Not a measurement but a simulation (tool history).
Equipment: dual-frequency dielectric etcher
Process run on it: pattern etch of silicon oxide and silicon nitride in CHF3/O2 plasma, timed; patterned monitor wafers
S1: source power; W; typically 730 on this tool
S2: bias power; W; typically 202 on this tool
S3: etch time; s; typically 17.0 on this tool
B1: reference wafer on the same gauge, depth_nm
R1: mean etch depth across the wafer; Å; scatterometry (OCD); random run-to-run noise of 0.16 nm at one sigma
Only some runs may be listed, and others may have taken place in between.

{"run": 1, "day": 0.0, "S1": 730, "S2": 202, "S3": 13.5, "B1": 25.31, "R1": 249.3}
{"day": 0.254, "done": "gauge calibrated"}
{"run": 2, "day": 0.488, "S1": 730, "S2": 202, "S3": 17.0, "B1": 25.25, "R1": 311.3}
{"run": 3, "day": 0.762, "S1": 730, "S2": 202, "S3": 17.0, "B1": 25.32, "R1": 310.6}
{"run": 4, "day": 1.108, "S1": 800, "S2": 202, "S3": 17.0, "B1": 25.33, "R1": 320.8}
{"run": 5, "day": 1.825, "S1": 730, "S2": 202, "S3": 17.0, "B1": 25.3, "R1": 313.0}
{"run": 6, "day": 2.267, "S1": 730, "S2": 202, "S3": 17.0, "B1": 25.24, "R1": 312.2}
{"run": 7, "day": 2.538, "S1": 730, "S2": 202, "S3": 17.0, "B1": 25.36, "R1": 313.8}
{"run": 8, "day": 3.162, "S1": 730, "S2": 202, "S3": 17.0, "B1": 25.3, "R1": 314.7}
{"day": 4.383, "done": "wet clean of the chamber"}
{"run": 9, "day": 4.404, "S1": 730, "S2": 202, "S3": 15.5, "B1": 25.37, "R1": 271.5}
{"run": 10, "day": 4.421, "S1": 730, "S2": 202, "S3": 15.5, "B1": 25.26, "R1": 270.9}
{"day": 4.588, "done": "bias power generator calibrated"}
{"run": 11, "day": 4.608, "S1": 730, "S2": 202, "S3": 17.0, "B1": 25.31, "R1": 297.6}
{"run": 12, "day": 4.733, "S1": 590, "S2": 176, "S3": 17.0, "B1": 25.25, "R1": 265.6}
{"run": 13, "day": 5.458, "S1": 730, "S2": 202, "S3": 17.0, "B1": 25.3, "R1": 298.3}
{"day": 5.888, "done": "source power generator calibrated"}
{"day": 6.221, "done": "gauge calibrated"}
{"day": 6.462, "done": "upper electrode replaced, of another model than before"}
{"run": 14, "day": 6.483, "S1": 730, "S2": 244, "S3": 17.0, "B1": 25.28, "R1": 322.1}
{"run": 15, "day": 7.592, "S1": 570, "S2": 227, "S3": 17.0, "B1": 25.36, "R1": 293.9}
{"run": 16, "day": 8.196, "S1": 730, "S2": 202, "S3": 17.0, "B1": 25.29, "R1": 298.8}
{"run": 17, "day": 8.517, "S1": 590, "S2": 186, "S3": 15.5, "B1": 25.31, "R1": 253.7}
{"run": 18, "day": 8.812, "S1": 730, "S2": 153, "S3": 17.0, "B1": 25.29, "R1": 271.6}
{"run": 19, "day": 9.496, "S1": 900, "S2": 231, "S3": 14.5, "B1": 25.35, "R1": 283.8}
{"run": 20, "day": 10.242, "S1": 730, "S2": 202, "S3": 13.5, "B1": 25.31, "R1": 240.5}
{"run": 21, "day": 10.554, "S1": 730, "S2": 168, "S3": 12.0, "B1": 25.28, "R1": 197.8}
{"run": 22, "day": 10.862, "S1": 680, "S2": 202, "S3": 21.5, "B1": 25.33, "R1": 375.4}

Run by run, hidden condition taken away, random variation retained:
The tool's hidden condition here consists of: etch rate over this chamber's usual, %; source power that arrives over what is set, %; bias power that arrives over what is set, %; gauge reads high (%).
run=1 R1=238.3
run=2 R1=297.2
run=3 R1=296.3
run=4 R1=305.8
run=5 R1=297.8
run=6 R1=296.7
run=7 R1=298.0
run=8 R1=298.4
run=9 R1=272.6
run=10 R1=272.0
run=11 R1=298.6
run=12 R1=266.4
run=13 R1=298.7
run=14 R1=321.7
run=15 R1=292.7
run=16 R1=297.1
run=17 R1=252.0
run=18 R1=269.6
run=19 R1=281.2
run=20 R1=237.8
run=21 R1=195.4
run=22 R1=370.6
